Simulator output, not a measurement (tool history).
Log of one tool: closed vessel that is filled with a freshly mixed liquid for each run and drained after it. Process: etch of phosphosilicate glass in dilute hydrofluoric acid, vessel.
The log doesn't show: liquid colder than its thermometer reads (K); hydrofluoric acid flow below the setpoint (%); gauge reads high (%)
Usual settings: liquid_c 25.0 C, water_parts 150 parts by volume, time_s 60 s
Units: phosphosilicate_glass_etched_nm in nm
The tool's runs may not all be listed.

run    hour  liquid_c  water_parts  time_s  wafers since the last listed run  hours since the thermometer was replaced  hours since the hydrofluoric acid flow meter was replaced  hours since the gauge calibration  read-back film thickness of the phosphosilicate glass reference wafer, read on the same gauge (nm)  phosphosilicate_glass_etched_nm
  1     0.0      22.0          150      80                                 0                                    1696.1                                                      927.1                              185.8                                                                                              100.02                            30.19
  2    44.6      22.0          150      80                              5450                                    1740.7                                                      971.7                              230.4                                                                                              100.01                            30.57
  3   135.3      22.0          150      80                             11084                                    1831.4                                                     1062.4                              321.1                                                                                              100.00                            30.20
  4   226.1      25.0          150      60                             11096                                    1922.2                                                     1153.2                              411.9                                                                                              100.01                            25.60
  5   301.5      25.0          150      60                              9214                                    1997.6                                                     1228.6                              487.3                                                                                               99.98                            25.36
  6   365.6      25.0          150      60                              7833                                    2061.7                                                     1292.7                              551.4                                                                                              100.00                            25.43
  7   450.2      29.0          150      50                             10339                                    2146.3                                                     1377.3                              636.0                                                                                              100.00                            24.53
  8   554.4      29.0          150      50                             12734                                    2250.5                                                     1481.5                              740.2                                                                                              100.01                            24.79
      606.5  -- hydrofluoric acid flow meter replaced
  9   617.4      25.0          190      60                              7577                                    2313.5                                                       10.9                              803.2                                                                                              100.04                            19.17
 10   700.7      25.0           80      60                             10180                                    2396.8                                                       94.2                              886.5                                                                                              100.01                            51.70
 11   772.2      29.5          190      30                              8738                                    2468.3                                                      165.7                              958.0                                                                                               99.99                            11.28
 12   825.6      23.5          150      35                              6526                                    2521.7                                                      219.1                             1011.4                                                                                              100.01                            13.83
      862.0  -- thermometer replaced
 13   921.0      25.0          150      60                             11536                                      59.0                                                      314.5                             1106.8                                                                                               99.99                            26.44
 14  1044.1      23.0           80      45                             15044                                     182.1                                                      437.6                             1229.9                                                                                               99.99                            37.16
     1106.4  -- gauge calibrated
 15  1191.7      20.5          150      60                             18038                                     329.7                                                      585.2                               85.3                                                                                              100.00                            21.82
 16  1267.8      25.0          150      60                              9300                                     405.8                                                      661.3                              161.4                                                                                              100.01                            26.20

The next listed run, before its measurement:
 17  1368.3      25.0          100      60                             12282                                     506.3                                                      761.8                              261.9                                                                                                   ?                                ?

read-back film thickness of the phosphosilicate glass reference wafer, read on the same gauge (nm): 99.98
phosphosilicate_glass_etched_nm: 41.82 nm
Without the tool's hidden state the same run would have given phosphosilicate_glass_etched_nm 42.49 nm.
